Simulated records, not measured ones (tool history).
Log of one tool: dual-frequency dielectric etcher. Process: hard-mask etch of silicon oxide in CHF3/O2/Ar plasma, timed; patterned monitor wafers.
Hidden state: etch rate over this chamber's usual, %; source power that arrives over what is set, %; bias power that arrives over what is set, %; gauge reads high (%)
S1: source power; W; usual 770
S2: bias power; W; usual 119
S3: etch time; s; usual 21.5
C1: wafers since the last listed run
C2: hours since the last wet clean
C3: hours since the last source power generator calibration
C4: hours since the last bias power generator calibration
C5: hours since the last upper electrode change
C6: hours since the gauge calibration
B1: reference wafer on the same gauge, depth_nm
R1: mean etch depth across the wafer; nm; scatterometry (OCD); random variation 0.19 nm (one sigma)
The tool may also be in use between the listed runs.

run	day	S1	S2	S3	C1	C2	C3	C4	C5	C6	B1	R1
1	0	770	119	26	0	546.9	1938.5	3489.4	1727.7	4.1	34.39	50.16
# day 0.092: wet clean of the chamber
2	1.412	770	119	21.5	513	31.7	1972.4	3523.3	1761.6	38	34.27	41.14
3	3.629	770	119	21.5	863	84.9	2025.6	3576.5	1814.8	91.2	34.11	40.92
4	5.95	770	119	21.5	904	140.6	2081.3	3632.2	1870.5	146.9	33.97	40.83
5	7.358	770	119	21.5	548	174.4	2115.1	3666	1904.3	180.7	33.94	40.72
6	9.583	770	119	19.5	866	227.8	2168.5	3719.4	1957.7	234.1	33.88	37.09
7	12.142	770	119	19.5	996	289.2	2229.9	3780.8	2019.1	295.5	33.88	36.83
8	15.038	770	119	19.5	1128	358.7	2299.4	3850.3	2088.6	365	33.82	37.19
# day 16.154: upper electrode replaced
9	16.408	770	99	24.5	144	391.6	2332.3	3883.2	6.1	397.9	33.81	44.67
10	17.438	700	119	21.5	400	416.3	2357	3907.9	30.8	422.6	33.79	39.48
# day 17.725: bias power generator calibrated
# day 17.921: source power generator calibrated
11	19.754	770	111	18.5	772	471.9	44	48.7	86.4	478.2	33.82	34.5
# day 20.554: gauge calibrated
12	21.346	770	119	21.5	620	510.1	82.2	86.9	124.6	19	34.36	41.32
# day 23.7: wet clean of the chamber
13	23.721	770	96	21.5	535	0.5	139.2	143.9	181.6	76	34.2	38.99
14	25.142	770	99	24.5	553	34.6	173.3	178	215.7	110.1	34.1	44.77
15	27.767	770	119	21.5	1022	97.6	236.3	241	278.7	173.1	34	41.24
16	29.158	600	140	19.5	542	131	269.7	274.4	312.1	206.5	33.98	35.74
17	30.608	770	119	23.5	564	165.8	304.5	309.2	346.9	241.3	33.93	44.88

4 ways to go on from here, each from the tool as it stands after run 17. What would each give?
A	30.625	920	119	21.5	6	166.2	304.9	309.6	347.3	241.7	?	?
B	30.625	770	146	21.5	6	166.2	304.9	309.6	347.3	241.7	?	?
C	30.625	770	119	15.5	6	166.2	304.9	309.6	347.3	241.7	?	?
D	30.625	910	129	18.5	6	166.2	304.9	309.6	347.3	241.7	?	?

run	B1	R1
A	33.95	43.55
B	33.95	43.01
C	33.95	29.43
D	33.95	38.07
Without the tool's hidden state the same runs would have given:
run	R1
A	44.29
B	43.74
C	29.93
D	38.72
